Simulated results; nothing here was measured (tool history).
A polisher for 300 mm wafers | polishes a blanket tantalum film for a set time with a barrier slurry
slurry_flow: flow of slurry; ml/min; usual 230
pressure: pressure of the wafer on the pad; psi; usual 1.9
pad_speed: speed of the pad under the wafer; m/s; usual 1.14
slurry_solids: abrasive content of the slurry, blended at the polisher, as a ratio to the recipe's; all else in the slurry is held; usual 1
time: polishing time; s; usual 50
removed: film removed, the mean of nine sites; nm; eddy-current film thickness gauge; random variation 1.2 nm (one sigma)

run	day	slurry_flow	pressure	pad_speed	slurry_solids	time	incoming thickness of the incoming film, nm	removed
1	0	230	1.9	1.14	1	57	350.1	100.7
2	0.912	230	1.9	1.14	1	57	341.8	101
3	1.842	230	1.9	1.14	1	57	346.6	103.5
# day 2.5: slurry blender recalibrated
4	3.025	170	1.9	1.14	1	50	342.4	86.3
# day 3.312: worn pad replaced by a new one
5	3.712	170	1.9	1.14	1	50	356.8	85.1
6	5.138	230	1.9	1.14	1	50	354.4	89.1
7	6.55	230	1.9	1.14	1	50	347.9	88.7
8	7.612	230	1.9	1.14	1	40	344.7	71.6
9	8.321	230	1.9	1.14	1	40	345.3	72.1
# day 8.692: worn pad replaced by a new one
10	9.238	230	1.9	1.14	1	40	344.6	71.6
11	10.483	230	1.9	1.14	1	50	351	89.6
12	11.608	230	1.7	1.14	1	50	350.6	79.8
# day 12.083: head pressure recalibrated
13	13.004	245	1.5	1.14	1	50	351.3	71.7
14	13.775	230	1.9	1.14	1	50	346.1	87.3
15	14.412	230	1.3	0.8	1	50	351.4	43.7
# day 14.671: worn pad replaced by a new one
# day 15.458: slurry nozzle cleaned
16	15.817	230	1.9	0.8	1	33	344.4	41.9
17	17.304	230	2.3	1.48	1	50	347.3	139
18	18.442	300	1.9	0.84	1.3	65	346.5	92.6
# day 19.025: slurry blender recalibrated
19	19.425	230	2.3	0.9	1	50	354.7	86.2
20	19.988	305	1.9	1.48	1.15	50	356.4	120.5
# day 20.325: worn pad replaced by a new one
21	20.925	285	1.3	1.32	1	43	349	61.6
22	21.683	230	1.9	1.14	1	50	350.8	88
23	23.088	230	1.9	1.14	1	50	352.4	88.2
24	24.467	205	2.3	1.36	1.1	50	346.7	127.3
25	25.125	230	1.9	1.14	1	50	346.6	88.4
# day 25.842: worn pad replaced by a new one
26	26.383	160	2.1	0.94	1.15	50	348.2	81.9

Forecast each of these 4 alternatives for the next run:
A	26.4	230	1.9	1.14	0.8	50	354.5	?
B	26.4	205	1.9	1.14	1	50	354.5	?
C	26.4	230	1.9	1.14	1	59	354.5	?
D	26.4	230	1.9	0.86	1	50	354.5	?

run	removed
A	82.7
B	85.7
C	102.5
D	66.5
Without the tool's hidden state the same runs would have given:
run	removed
A	82.7
B	85.7
C	102.5
D	66.5
